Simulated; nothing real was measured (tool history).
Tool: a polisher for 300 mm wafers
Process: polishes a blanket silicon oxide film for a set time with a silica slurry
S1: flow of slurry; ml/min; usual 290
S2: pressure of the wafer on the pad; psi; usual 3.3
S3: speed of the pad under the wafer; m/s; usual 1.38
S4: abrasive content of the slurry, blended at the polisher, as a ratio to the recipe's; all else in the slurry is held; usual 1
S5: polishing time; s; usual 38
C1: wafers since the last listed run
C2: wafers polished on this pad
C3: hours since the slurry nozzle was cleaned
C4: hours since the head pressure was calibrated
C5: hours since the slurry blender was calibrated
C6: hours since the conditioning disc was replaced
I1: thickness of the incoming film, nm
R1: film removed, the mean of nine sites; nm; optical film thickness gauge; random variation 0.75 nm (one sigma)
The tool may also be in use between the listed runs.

run     day   S1   S2    S3    S4  S5   C1    C2     C3      C4     C5     C6      I1     R1
  1       0  290  3.3  1.38     1  38    0   334  178.2    1381  360.6    204  1760.6   97.9
  2   0.554  290  3.3  1.38     1  38  236   571  191.5  1394.3  373.9  217.3  1771.8     99
  3   1.042  290  3.3  1.38     1  38  208   779  203.2    1406  385.6    229  1791.5   98.5
  4   1.529  290  2.4  1.38     1  38  208   987  214.9  1417.7  397.3  240.7  1797.5   71.8
  5   2.071  290  2.4  1.38     1  38  231  1219  227.9  1430.7  410.3  253.7  1799.3   70.8
  6    2.55  255  3.8  1.74     1  26  204  1424  239.4  1442.2  421.8  265.2  1829.8   92.2
       2.85  -- conditioning disc replaced and pad reconditioned
  7   2.871  215  3.3  1.38     1  33  101  1525  247.1  1449.9  429.5    0.5  1818.3   82.9
  8   3.371  290  3.3  1.38     1  38  213  1739  259.1  1461.9  441.5   12.5  1777.5   98.2
      3.538  -- worn pad replaced by a new one
  9   3.679  330  3.3  1.38     1  44   60    59  266.5  1469.3  448.9   19.9  1770.1  115.8
 10   3.967  290  3.3   1.2     1  46  122   182  273.4  1476.2  455.8   26.8  1822.5  106.3
      4.312  -- head pressure recalibrated
 11   4.333  325  2.3  1.54     1  38  121   303  282.2     0.5  464.6   35.6    1788   76.5
 12   4.821  290  3.3  1.62     1  38  208   511  293.9    12.2  476.3   47.3  1793.3  112.6
 13   5.512  290  3.3  1.38     1  38  295   807  310.5    28.8  492.9   63.9  1822.9   98.6
      5.929  -- slurry blender recalibrated
 14   6.021  210  3.3  1.06     1  38  181   989  322.7      41    2.2   76.1  1823.5   77.5
 15   6.396  290  2.8  1.38  1.15  38  160  1149  331.7      50   11.2   85.1  1757.7   91.1
 16   6.733  290    4  1.26     1  38  144  1293  339.8    58.1   19.3   93.2  1807.5    110
 17   7.158  385  2.5  1.56     1  46  181  1474    350    68.3   29.5  103.4  1783.8  103.1
 18   7.712  315  4.1  1.86   0.9  38  236  1711  363.3    81.6   42.8  116.7  1763.4  148.1
      7.983  -- worn pad replaced by a new one
      8.146  -- slurry nozzle cleaned
 19   8.183  290  3.3  1.38     1  38  112    68    0.9    92.9   54.1    128  1776.9   97.5
 20   8.867  290  3.3  1.38     1  38  291   360   17.3   109.3   70.5  144.4  1787.2   98.9
 21   9.338  190  2.3  1.06   0.8  38  201   561   28.6   120.6   81.8  155.7  1810.4   45.4
 22   9.883  190  3.8  1.38     1  38  233   794   41.7   133.7   94.9  168.8  1810.8  107.5
 23  10.862  330  3.7  1.38     1  46  418  1213   65.2   157.2  118.4  192.3  1787.3  135.7
 24  11.379  250  3.7  1.56  0.85  38  220  1433   77.6   169.6  130.8  204.7  1822.5  108.3
     11.883  -- worn pad replaced by a new one
 25  11.904  290  3.3  1.38     1  33  153     9   90.2   182.2  143.4  217.3  1784.1     86
 26  12.425  290  3.3  1.38     1  38  222   231  102.7   194.7  155.9  229.8  1790.2     99

The tool's hidden state at each run:
removal rate lost through wear of the pad, %: 0 in every run
slurry flow missing at the pad, %: 0 in every run
deviation of the head's pressure from its setpoint, %: 0 in every run
abrasive missing from the slurry, %: 0 in every run
time polished since the conditioner stopped cutting, s: 0 in every run
